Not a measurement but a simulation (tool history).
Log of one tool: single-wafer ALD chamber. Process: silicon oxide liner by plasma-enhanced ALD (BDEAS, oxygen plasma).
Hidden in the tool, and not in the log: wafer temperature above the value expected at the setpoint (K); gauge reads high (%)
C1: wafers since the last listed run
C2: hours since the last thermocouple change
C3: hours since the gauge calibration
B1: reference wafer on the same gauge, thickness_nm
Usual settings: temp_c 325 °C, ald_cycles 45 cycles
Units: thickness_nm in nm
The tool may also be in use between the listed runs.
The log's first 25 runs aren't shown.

{"run": 26, "hour": 684.3, "temp_c": 336, "ald_cycles": 37, "C1": 674, "C2": 339.2, "C3": 987.4, "B1": 4.605, "thickness_nm": 3.282}
{"hour": 701.9, "done": "gauge calibrated"}
{"run": 27, "hour": 719.8, "temp_c": 335, "ald_cycles": 37, "C1": 337, "C2": 374.7, "C3": 17.9, "B1": 4.549, "thickness_nm": 3.266}
{"run": 28, "hour": 744.1, "temp_c": 333, "ald_cycles": 39, "C1": 230, "C2": 399.0, "C3": 42.2, "B1": 4.552, "thickness_nm": 3.458}
{"run": 29, "hour": 771.1, "temp_c": 325, "ald_cycles": 36, "C1": 256, "C2": 426.0, "C3": 69.2, "B1": 4.554, "thickness_nm": 3.217}
{"run": 30, "hour": 784.5, "temp_c": 325, "ald_cycles": 39, "C1": 127, "C2": 439.4, "C3": 82.6, "B1": 4.552, "thickness_nm": 3.492}
{"run": 31, "hour": 809.0, "temp_c": 325, "ald_cycles": 45, "C1": 232, "C2": 463.9, "C3": 107.1, "B1": 4.555, "thickness_nm": 4.01}
{"run": 32, "hour": 824.3, "temp_c": 339, "ald_cycles": 45, "C1": 145, "C2": 479.2, "C3": 122.4, "B1": 4.558, "thickness_nm": 3.947}
{"run": 33, "hour": 848.2, "temp_c": 331, "ald_cycles": 45, "C1": 227, "C2": 503.1, "C3": 146.3, "B1": 4.552, "thickness_nm": 3.985}
{"run": 34, "hour": 882.6, "temp_c": 336, "ald_cycles": 37, "C1": 326, "C2": 537.5, "C3": 180.7, "B1": 4.56, "thickness_nm": 3.254}
{"run": 35, "hour": 902.6, "temp_c": 325, "ald_cycles": 45, "C1": 190, "C2": 557.5, "C3": 200.7, "B1": 4.559, "thickness_nm": 4.017}
{"run": 36, "hour": 931.7, "temp_c": 325, "ald_cycles": 45, "C1": 276, "C2": 586.6, "C3": 229.8, "B1": 4.559, "thickness_nm": 4.012}
{"run": 37, "hour": 964.3, "temp_c": 325, "ald_cycles": 45, "C1": 309, "C2": 619.2, "C3": 262.4, "B1": 4.56, "thickness_nm": 4.027}
{"run": 38, "hour": 993.3, "temp_c": 334, "ald_cycles": 50, "C1": 275, "C2": 648.2, "C3": 291.4, "B1": 4.564, "thickness_nm": 4.399}
{"run": 39, "hour": 1010.9, "temp_c": 339, "ald_cycles": 51, "C1": 167, "C2": 665.8, "C3": 309.0, "B1": 4.567, "thickness_nm": 4.458}
{"run": 40, "hour": 1039.9, "temp_c": 337, "ald_cycles": 54, "C1": 275, "C2": 694.8, "C3": 338.0, "B1": 4.566, "thickness_nm": 4.771}

Forecast each of these 5 alternatives for the next run:
{"run": "A", "hour": 1040.4, "temp_c": 312, "ald_cycles": 45, "C1": 4, "C2": 695.3, "C3": 338.5, "B1": "?", "thickness_nm": "?"}
{"run": "B", "hour": 1040.4, "temp_c": 316, "ald_cycles": 51, "C1": 4, "C2": 695.3, "C3": 338.5, "B1": "?", "thickness_nm": "?"}
{"run": "C", "hour": 1040.4, "temp_c": 312, "ald_cycles": 40, "C1": 4, "C2": 695.3, "C3": 338.5, "B1": "?", "thickness_nm": "?"}
{"run": "D", "hour": 1040.4, "temp_c": 325, "ald_cycles": 50, "C1": 4, "C2": 695.3, "C3": 338.5, "B1": "?", "thickness_nm": "?"}
{"run": "E", "hour": 1040.4, "temp_c": 311, "ald_cycles": 51, "C1": 4, "C2": 695.3, "C3": 338.5, "B1": "?", "thickness_nm": "?"}

run=A B1=4.564 thickness_nm=4.080
run=B B1=4.564 thickness_nm=4.601
run=C B1=4.564 thickness_nm=3.627
run=D B1=4.564 thickness_nm=4.459
run=E B1=4.564 thickness_nm=4.630
Without the tool's hidden state the same runs would have given:
run=A thickness_nm=4.075
run=B thickness_nm=4.595
run=C thickness_nm=3.622
run=D thickness_nm=4.454
run=E thickness_nm=4.624
